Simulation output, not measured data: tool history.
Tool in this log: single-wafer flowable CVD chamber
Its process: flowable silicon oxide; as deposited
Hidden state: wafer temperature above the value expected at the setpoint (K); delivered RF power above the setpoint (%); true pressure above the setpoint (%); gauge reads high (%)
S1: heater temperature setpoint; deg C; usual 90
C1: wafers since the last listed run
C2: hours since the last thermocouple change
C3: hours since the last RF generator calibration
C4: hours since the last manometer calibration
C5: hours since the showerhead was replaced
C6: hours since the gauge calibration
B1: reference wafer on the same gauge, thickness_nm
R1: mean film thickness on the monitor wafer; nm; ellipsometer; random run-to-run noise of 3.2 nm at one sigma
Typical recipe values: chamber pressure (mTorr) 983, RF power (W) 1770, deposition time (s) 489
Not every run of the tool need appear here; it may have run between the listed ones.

{"run": 1, "hour": 0.0, "S1": 90, "chamber pressure (mTorr)": 927, "RF power (W)": 1770, "deposition time (s)": 489, "C1": 0, "C2": 1775.9, "C3": 1732.2, "C4": 1773.1, "C5": 1925.2, "C6": 1491.1, "B1": 593.74, "R1": 554.257}
{"hour": 87.3, "done": "RF generator calibrated"}
{"run": 2, "hour": 87.8, "S1": 90, "chamber pressure (mTorr)": 927, "RF power (W)": 1770, "deposition time (s)": 489, "C1": 387, "C2": 1863.7, "C3": 0.5, "C4": 1860.9, "C5": 2013.0, "C6": 1578.9, "B1": 594.173, "R1": 549.599}
{"run": 3, "hour": 136.2, "S1": 90, "chamber pressure (mTorr)": 983, "RF power (W)": 1770, "deposition time (s)": 489, "C1": 234, "C2": 1912.1, "C3": 48.9, "C4": 1909.3, "C5": 2061.4, "C6": 1627.3, "B1": 593.462, "R1": 585.108}
{"run": 4, "hour": 201.0, "S1": 90, "chamber pressure (mTorr)": 983, "RF power (W)": 1770, "deposition time (s)": 489, "C1": 314, "C2": 1976.9, "C3": 113.7, "C4": 1974.1, "C5": 2126.2, "C6": 1692.1, "B1": 593.76, "R1": 577.737}
{"run": 5, "hour": 254.2, "S1": 90, "chamber pressure (mTorr)": 983, "RF power (W)": 1770, "deposition time (s)": 416, "C1": 258, "C2": 2030.1, "C3": 166.9, "C4": 2027.3, "C5": 2179.4, "C6": 1745.3, "B1": 594.886, "R1": 491.545}
{"hour": 291.8, "done": "capacitance manometer re-zeroed and calibrated"}
{"run": 6, "hour": 299.2, "S1": 90, "chamber pressure (mTorr)": 983, "RF power (W)": 1770, "deposition time (s)": 416, "C1": 179, "C2": 2075.1, "C3": 211.9, "C4": 7.4, "C5": 2224.4, "C6": 1790.3, "B1": 593.627, "R1": 495.174}
{"run": 7, "hour": 349.9, "S1": 90, "chamber pressure (mTorr)": 983, "RF power (W)": 1770, "deposition time (s)": 424, "C1": 245, "C2": 2125.8, "C3": 262.6, "C4": 58.1, "C5": 2275.1, "C6": 1841.0, "B1": 593.707, "R1": 512.115}
{"run": 8, "hour": 391.0, "S1": 90, "chamber pressure (mTorr)": 983, "RF power (W)": 1770, "deposition time (s)": 424, "C1": 199, "C2": 2166.9, "C3": 303.7, "C4": 99.2, "C5": 2316.2, "C6": 1882.1, "B1": 594.484, "R1": 504.857}
{"run": 9, "hour": 444.5, "S1": 90, "chamber pressure (mTorr)": 983, "RF power (W)": 1770, "deposition time (s)": 489, "C1": 259, "C2": 2220.4, "C3": 357.2, "C4": 152.7, "C5": 2369.7, "C6": 1935.6, "B1": 592.932, "R1": 577.045}
{"run": 10, "hour": 491.4, "S1": 96, "chamber pressure (mTorr)": 983, "RF power (W)": 1935, "deposition time (s)": 530, "C1": 227, "C2": 2267.3, "C3": 404.1, "C4": 199.6, "C5": 2416.6, "C6": 1982.5, "B1": 593.635, "R1": 539.083}
{"run": 11, "hour": 552.1, "S1": 96, "chamber pressure (mTorr)": 983, "RF power (W)": 1770, "deposition time (s)": 431, "C1": 294, "C2": 2328.0, "C3": 464.8, "C4": 260.3, "C5": 2477.3, "C6": 2043.2, "B1": 594.366, "R1": 424.173}
{"hour": 736.0, "done": "showerhead replaced, of another model than before"}
{"run": 12, "hour": 762.0, "S1": 85, "chamber pressure (mTorr)": 813, "RF power (W)": 1770, "deposition time (s)": 538, "C1": 979, "C2": 2537.9, "C3": 674.7, "C4": 470.2, "C5": 26.0, "C6": 2253.1, "B1": 592.929, "R1": 675.354}
{"hour": 771.1, "done": "gauge calibrated"}
{"run": 13, "hour": 828.1, "S1": 77, "chamber pressure (mTorr)": 983, "RF power (W)": 2035, "deposition time (s)": 434, "C1": 320, "C2": 2604.0, "C3": 740.8, "C4": 536.3, "C5": 92.1, "C6": 57.0, "B1": 593.922, "R1": 806.283}
{"run": 14, "hour": 855.9, "S1": 78, "chamber pressure (mTorr)": 983, "RF power (W)": 1500, "deposition time (s)": 489, "C1": 134, "C2": 2631.8, "C3": 768.6, "C4": 564.1, "C5": 119.9, "C6": 84.8, "B1": 594.434, "R1": 744.9}
{"run": 15, "hour": 908.6, "S1": 90, "chamber pressure (mTorr)": 983, "RF power (W)": 1770, "deposition time (s)": 489, "C1": 255, "C2": 2684.5, "C3": 821.3, "C4": 616.8, "C5": 172.6, "C6": 137.5, "B1": 594.212, "R1": 577.871}
{"run": 16, "hour": 937.2, "S1": 77, "chamber pressure (mTorr)": 983, "RF power (W)": 2035, "deposition time (s)": 434, "C1": 138, "C2": 2713.1, "C3": 849.9, "C4": 645.4, "C5": 201.2, "C6": 166.1, "B1": 594.473, "R1": 799.202}
{"hour": 993.8, "done": "thermocouple changed; heater temperature recalibrated"}
{"run": 17, "hour": 994.3, "S1": 84, "chamber pressure (mTorr)": 832, "RF power (W)": 1500, "deposition time (s)": 404, "C1": 238, "C2": 0.5, "C3": 907.0, "C4": 702.5, "C5": 258.3, "C6": 223.2, "B1": 594.426, "R1": 429.267}
{"run": 18, "hour": 1024.6, "S1": 97, "chamber pressure (mTorr)": 983, "RF power (W)": 1770, "deposition time (s)": 540, "C1": 146, "C2": 30.8, "C3": 937.3, "C4": 732.8, "C5": 288.6, "C6": 253.5, "B1": 594.758, "R1": 469.123}
{"run": 19, "hour": 1073.7, "S1": 90, "chamber pressure (mTorr)": 983, "RF power (W)": 1770, "deposition time (s)": 489, "C1": 238, "C2": 79.9, "C3": 986.4, "C4": 781.9, "C5": 337.7, "C6": 302.6, "B1": 593.89, "R1": 541.404}
{"run": 20, "hour": 1104.7, "S1": 90, "chamber pressure (mTorr)": 1055, "RF power (W)": 1770, "deposition time (s)": 560, "C1": 150, "C2": 110.9, "C3": 1017.4, "C4": 812.9, "C5": 368.7, "C6": 333.6, "B1": 594.597, "R1": 650.88}
{"run": 21, "hour": 1147.9, "S1": 90, "chamber pressure (mTorr)": 1228, "RF power (W)": 1770, "deposition time (s)": 489, "C1": 209, "C2": 154.1, "C3": 1060.6, "C4": 856.1, "C5": 411.9, "C6": 376.8, "B1": 594.612, "R1": 630.544}

Run 22, settings as shown, results not yet in. Your forecast:
{"run": 22, "hour": 1208.3, "S1": 82, "chamber pressure (mTorr)": 983, "RF power (W)": 1770, "deposition time (s)": 430, "C1": 292, "C2": 214.5, "C3": 1121.0, "C4": 916.5, "C5": 472.3, "C6": 437.2, "B1": "?", "R1": "?"}

Run 22 yielded B1 594.720, R1 626.502 nm.
With the hidden condition absent and the run-to-run variation left alone, this run would have shown R1 607.092 nm.

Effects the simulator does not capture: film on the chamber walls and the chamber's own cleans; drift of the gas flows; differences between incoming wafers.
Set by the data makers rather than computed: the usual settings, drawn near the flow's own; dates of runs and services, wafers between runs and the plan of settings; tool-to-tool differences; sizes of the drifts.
